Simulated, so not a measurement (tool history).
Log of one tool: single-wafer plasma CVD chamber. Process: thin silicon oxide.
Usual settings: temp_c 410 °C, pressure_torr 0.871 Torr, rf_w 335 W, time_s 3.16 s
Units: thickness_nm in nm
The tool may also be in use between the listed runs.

| run | hour | temp_c | pressure_torr | rf_w | time_s | read-back reference wafer on the same gauge, thickness_nm | thickness_nm |
|---|---|---|---|---|---|---|---|
| 1 | 0.0 | 410 | 0.871 | 335 | 3.16 | 5.353 | 6.365 |
| 2 | 108.0 | 410 | 0.871 | 335 | 3.16 | 5.345 | 6.341 |
|  | 119.1 | gauge calibrated |
| 3 | 197.2 | 410 | 0.871 | 335 | 3.16 | 5.352 | 6.299 |
| 4 | 286.1 | 410 | 0.871 | 335 | 3.16 | 5.349 | 6.362 |
| 5 | 357.9 | 414 | 0.871 | 395 | 3.16 | 5.344 | 6.902 |
| 6 | 421.2 | 410 | 0.871 | 375 | 3.16 | 5.349 | 6.761 |
| 7 | 525.4 | 396 | 0.761 | 335 | 2.67 | 5.342 | 4.931 |
| 8 | 578.3 | 405 | 0.871 | 280 | 3.16 | 5.360 | 5.670 |
| 9 | 641.9 | 424 | 0.871 | 335 | 3.16 | 5.346 | 6.262 |
| 10 | 699.4 | 410 | 0.871 | 335 | 3.16 | 5.347 | 6.305 |
|  | 741.0 | capacitance manometer re-zeroed and calibrated |
| 11 | 772.7 | 410 | 0.871 | 400 | 2.76 | 5.348 | 6.055 |
| 12 | 848.0 | 410 | 0.871 | 280 | 3.16 | 5.346 | 5.609 |
|  | 877.2 | showerhead replaced |
| 13 | 937.4 | 419 | 0.871 | 335 | 3.16 | 5.347 | 6.253 |
| 14 | 995.2 | 422 | 0.950 | 335 | 3.45 | 5.346 | 7.227 |
|  | 1022.4 | thermocouple changed; heater temperature recalibrated |
| 15 | 1071.0 | 410 | 0.871 | 335 | 3.16 | 5.351 | 6.287 |
| 16 | 1177.9 | 410 | 0.871 | 335 | 3.42 | 5.349 | 6.858 |
|  | 1218.9 | RF generator calibrated |
| 17 | 1231.3 | 410 | 0.871 | 285 | 3.16 | 5.357 | 5.955 |
| 18 | 1453.2 | 410 | 0.871 | 335 | 3.50 | 5.352 | 7.213 |
| 19 | 1509.7 | 399 | 0.871 | 375 | 3.40 | 5.346 | 7.516 |
| 20 | 1603.6 | 410 | 0.871 | 305 | 3.57 | 5.352 | 6.949 |
| 21 | 1691.4 | 416 | 1.061 | 310 | 3.68 | 5.347 | 8.042 |
| 22 | 1737.5 | 410 | 0.871 | 335 | 3.53 | 5.351 | 7.177 |
| 23 | 1815.3 | 410 | 0.661 | 335 | 3.38 | 5.350 | 5.740 |
| 24 | 1893.5 | 421 | 0.871 | 335 | 2.58 | 5.349 | 5.220 |
| 25 | 1949.5 | 410 | 0.871 | 335 | 3.16 | 5.354 | 6.440 |
| 26 | 2001.1 | 410 | 0.871 | 335 | 3.16 | 5.353 | 6.410 |
|  | 2046.0 | capacitance manometer re-zeroed and calibrated |
| 27 | 2073.7 | 410 | 0.871 | 380 | 2.81 | 5.360 | 6.086 |

Hidden state or all else? Some run-to-run changes of thickness_nm, split into what the settings, what came in and random variation would give without the hidden state, and what is left for the hidden state (with any gauge scatter that isn't in both results):
Hidden state present: wafer temperature above the value expected at the setpoint (K); delivered RF power above the setpoint (%); true pressure above the setpoint (%); gauge reads high (%).
Run 6 -> 7: temp_c 410 -> 396, pressure_torr 0.871 -> 0.761, rf_w 375 -> 335, time_s 3.16 -> 2.67. thickness_nm -1.830 nm: hidden state +0.058, all else -1.888.
Run 7 -> 8: temp_c 396 -> 405, pressure_torr 0.761 -> 0.871, rf_w 335 -> 280, time_s 2.67 -> 3.16. thickness_nm +0.739 nm: hidden state -0.086, all else +0.825.
Run 16 -> 17: rf_w 335 -> 285, time_s 3.42 -> 3.16, RF generator calibrated. thickness_nm -0.903 nm: hidden state +0.358, all else -1.261.
Run 22 -> 23: pressure_torr 0.871 -> 0.661, time_s 3.53 -> 3.38. thickness_nm -1.437 nm: hidden state +0.022, all else -1.459.
